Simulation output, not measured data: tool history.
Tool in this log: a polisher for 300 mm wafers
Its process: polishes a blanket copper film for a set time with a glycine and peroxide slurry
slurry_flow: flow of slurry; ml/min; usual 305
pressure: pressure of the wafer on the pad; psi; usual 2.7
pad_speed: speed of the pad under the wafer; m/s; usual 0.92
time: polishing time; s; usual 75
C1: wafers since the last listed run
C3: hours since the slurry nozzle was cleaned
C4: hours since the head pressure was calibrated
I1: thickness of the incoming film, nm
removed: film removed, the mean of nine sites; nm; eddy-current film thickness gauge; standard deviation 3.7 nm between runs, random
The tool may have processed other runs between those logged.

{"run": 1, "hour": 0.0, "slurry_flow": 240, "pressure": 2.7, "pad_speed": 0.92, "time": 75, "C1": 0, "wafers polished on this pad": 1639, "C3": 216.4, "C4": 1477.3, "I1": 1279.1, "removed": 360.9}
{"run": 2, "hour": 15.1, "slurry_flow": 240, "pressure": 2.7, "pad_speed": 0.92, "time": 75, "C1": 152, "wafers polished on this pad": 1792, "C3": 231.5, "C4": 1492.4, "I1": 1281.6, "removed": 358.5}
{"run": 3, "hour": 30.7, "slurry_flow": 305, "pressure": 2.7, "pad_speed": 0.92, "time": 75, "C1": 157, "wafers polished on this pad": 1950, "C3": 247.1, "C4": 1508, "I1": 1264, "removed": 366}
{"hour": 47.9, "done": "head pressure recalibrated"}
{"run": 4, "hour": 57.5, "slurry_flow": 305, "pressure": 2.7, "pad_speed": 0.92, "time": 75, "C1": 250, "wafers polished on this pad": 2200, "C3": 273.9, "C4": 9.6, "I1": 1303.7, "removed": 360.5}
{"hour": 76.4, "done": "worn pad replaced by a new one"}
{"run": 5, "hour": 76.9, "slurry_flow": 335, "pressure": 2.7, "pad_speed": 0.92, "time": 75, "C1": 155, "wafers polished on this pad": 5, "C3": 293.3, "C4": 29, "I1": 1277.5, "removed": 367.6}
{"run": 6, "hour": 107.6, "slurry_flow": 335, "pressure": 2.7, "pad_speed": 0.92, "time": 75, "C1": 310, "wafers polished on this pad": 315, "C3": 324, "C4": 59.7, "I1": 1272.9, "removed": 367.1}
{"run": 7, "hour": 122.1, "slurry_flow": 335, "pressure": 2.7, "pad_speed": 0.92, "time": 75, "C1": 146, "wafers polished on this pad": 461, "C3": 338.5, "C4": 74.2, "I1": 1302.1, "removed": 367.8}
{"run": 8, "hour": 146.7, "slurry_flow": 380, "pressure": 2.7, "pad_speed": 0.92, "time": 75, "C1": 248, "wafers polished on this pad": 710, "C3": 363.1, "C4": 98.8, "I1": 1252.2, "removed": 370.8}
{"run": 9, "hour": 166.9, "slurry_flow": 380, "pressure": 2.7, "pad_speed": 0.92, "time": 75, "C1": 204, "wafers polished on this pad": 914, "C3": 383.3, "C4": 119, "I1": 1284.6, "removed": 371.1}
{"run": 10, "hour": 182.9, "slurry_flow": 305, "pressure": 2.3, "pad_speed": 0.92, "time": 75, "C1": 161, "wafers polished on this pad": 1076, "C3": 399.3, "C4": 135, "I1": 1272.7, "removed": 321.5}
{"run": 11, "hour": 203.3, "slurry_flow": 305, "pressure": 2.3, "pad_speed": 0.92, "time": 75, "C1": 206, "wafers polished on this pad": 1282, "C3": 419.7, "C4": 155.4, "I1": 1265.7, "removed": 325.3}
{"run": 12, "hour": 223.7, "slurry_flow": 305, "pressure": 2.3, "pad_speed": 0.92, "time": 75, "C1": 206, "wafers polished on this pad": 1488, "C3": 440.1, "C4": 175.8, "I1": 1279.7, "removed": 321.6}
{"run": 13, "hour": 254.4, "slurry_flow": 305, "pressure": 2.7, "pad_speed": 0.92, "time": 75, "C1": 310, "wafers polished on this pad": 1798, "C3": 470.8, "C4": 206.5, "I1": 1272.1, "removed": 361.5}
{"run": 14, "hour": 284.6, "slurry_flow": 305, "pressure": 3.1, "pad_speed": 0.92, "time": 96, "C1": 305, "wafers polished on this pad": 2103, "C3": 501, "C4": 236.7, "I1": 1281.1, "removed": 520.2}
{"run": 15, "hour": 304.9, "slurry_flow": 305, "pressure": 2.7, "pad_speed": 0.92, "time": 88, "C1": 205, "wafers polished on this pad": 2308, "C3": 521.3, "C4": 257, "I1": 1300.1, "removed": 429}
{"run": 16, "hour": 340.6, "slurry_flow": 305, "pressure": 2.2, "pad_speed": 0.74, "time": 75, "C1": 360, "wafers polished on this pad": 2669, "C3": 557, "C4": 292.7, "I1": 1301.6, "removed": 263.1}
{"hour": 353.2, "done": "worn pad replaced by a new one"}
{"run": 17, "hour": 372.3, "slurry_flow": 305, "pressure": 3.5, "pad_speed": 0.62, "time": 59, "C1": 279, "wafers polished on this pad": 193, "C3": 588.7, "C4": 324.4, "I1": 1307.4, "removed": 254.4}
{"run": 18, "hour": 388.2, "slurry_flow": 305, "pressure": 2.3, "pad_speed": 0.92, "time": 75, "C1": 160, "wafers polished on this pad": 353, "C3": 604.6, "C4": 340.3, "I1": 1257.7, "removed": 321}
{"run": 19, "hour": 460.4, "slurry_flow": 305, "pressure": 2.7, "pad_speed": 0.64, "time": 96, "C1": 729, "wafers polished on this pad": 1083, "C3": 676.8, "C4": 412.5, "I1": 1294.1, "removed": 348.8}
{"run": 20, "hour": 483.8, "slurry_flow": 270, "pressure": 3.4, "pad_speed": 0.92, "time": 55, "C1": 236, "wafers polished on this pad": 1319, "C3": 700.2, "C4": 435.9, "I1": 1276.7, "removed": 313.6}
{"hour": 494.2, "done": "slurry nozzle cleaned"}
{"run": 21, "hour": 576.9, "slurry_flow": 305, "pressure": 2.7, "pad_speed": 0.92, "time": 75, "C1": 930, "wafers polished on this pad": 2249, "C3": 82.7, "C4": 529, "I1": 1293.1, "removed": 364.2}
{"run": 22, "hour": 600.2, "slurry_flow": 305, "pressure": 2.7, "pad_speed": 0.8, "time": 75, "C1": 235, "wafers polished on this pad": 2485, "C3": 106, "C4": 552.3, "I1": 1261.3, "removed": 322.5}
{"run": 23, "hour": 630.7, "slurry_flow": 305, "pressure": 2.2, "pad_speed": 0.74, "time": 75, "C1": 308, "wafers polished on this pad": 2793, "C3": 136.5, "C4": 582.8, "I1": 1262.1, "removed": 259.5}
{"hour": 645.3, "done": "worn pad replaced by a new one"}
{"run": 24, "hour": 649.6, "slurry_flow": 305, "pressure": 2.4, "pad_speed": 1.1, "time": 75, "C1": 150, "wafers polished on this pad": 43, "C3": 155.4, "C4": 601.7, "I1": 1272.2, "removed": 384.2}
{"run": 25, "hour": 663.2, "slurry_flow": 230, "pressure": 2.7, "pad_speed": 0.92, "time": 84, "C1": 137, "wafers polished on this pad": 180, "C3": 169, "C4": 615.3, "I1": 1300.4, "removed": 399.1}
{"run": 26, "hour": 686.4, "slurry_flow": 305, "pressure": 2.7, "pad_speed": 0.92, "time": 75, "C1": 234, "wafers polished on this pad": 414, "C3": 192.2, "C4": 638.5, "I1": 1285.1, "removed": 368.6}
{"run": 27, "hour": 703.2, "slurry_flow": 305, "pressure": 2.7, "pad_speed": 0.92, "time": 50, "C1": 169, "wafers polished on this pad": 584, "C3": 209, "C4": 655.3, "I1": 1301.5, "removed": 238.5}
{"run": 28, "hour": 726.4, "slurry_flow": 280, "pressure": 3.5, "pad_speed": 0.7, "time": 75, "C1": 234, "wafers polished on this pad": 819, "C3": 232.2, "C4": 678.5, "I1": 1266.9, "removed": 351.2}
{"run": 29, "hour": 753.3, "slurry_flow": 225, "pressure": 2.7, "pad_speed": 1.02, "time": 89, "C1": 271, "wafers polished on this pad": 1090, "C3": 259.1, "C4": 705.4, "I1": 1277.8, "removed": 455}
{"run": 30, "hour": 786.6, "slurry_flow": 340, "pressure": 2.7, "pad_speed": 0.92, "time": 75, "C1": 336, "wafers polished on this pad": 1427, "C3": 292.4, "C4": 738.7, "I1": 1278.8, "removed": 369.3}
{"run": 31, "hour": 878.5, "slurry_flow": 305, "pressure": 2.2, "pad_speed": 0.74, "time": 75, "C1": 928, "wafers polished on this pad": 2355, "C3": 384.3, "C4": 830.6, "I1": 1265.2, "removed": 261.4}
{"run": 32, "hour": 891.3, "slurry_flow": 305, "pressure": 2.7, "pad_speed": 0.92, "time": 75, "C1": 129, "wafers polished on this pad": 2484, "C3": 397.1, "C4": 843.4, "I1": 1264.2, "removed": 359.4}
{"run": 33, "hour": 909.9, "slurry_flow": 235, "pressure": 2.1, "pad_speed": 0.8, "time": 59, "C1": 187, "wafers polished on this pad": 2672, "C3": 415.7, "C4": 862, "I1": 1288.4, "removed": 203.9}
{"hour": 932.3, "done": "worn pad replaced by a new one"}
{"run": 34, "hour": 933.9, "slurry_flow": 305, "pressure": 2.7, "pad_speed": 0.92, "time": 75, "C1": 202, "wafers polished on this pad": 16, "C3": 439.7, "C4": 886, "I1": 1280.2, "removed": 361.7}
{"run": 35, "hour": 948.0, "slurry_flow": 305, "pressure": 2.7, "pad_speed": 0.68, "time": 56, "C1": 142, "wafers polished on this pad": 158, "C3": 453.8, "C4": 900.1, "I1": 1280.4, "removed": 210.9}
{"run": 36, "hour": 969.3, "slurry_flow": 305, "pressure": 1.9, "pad_speed": 1.06, "time": 75, "C1": 215, "wafers polished on this pad": 373, "C3": 475.1, "C4": 921.4, "I1": 1275.3, "removed": 302.3}

For each run, what was the tool's unlogged condition?
removal rate lost through wear of the pad, %: 0 in every run
slurry flow missing at the pad, %: 0 in every run
deviation of the head's pressure from its setpoint, %: 0 in every run

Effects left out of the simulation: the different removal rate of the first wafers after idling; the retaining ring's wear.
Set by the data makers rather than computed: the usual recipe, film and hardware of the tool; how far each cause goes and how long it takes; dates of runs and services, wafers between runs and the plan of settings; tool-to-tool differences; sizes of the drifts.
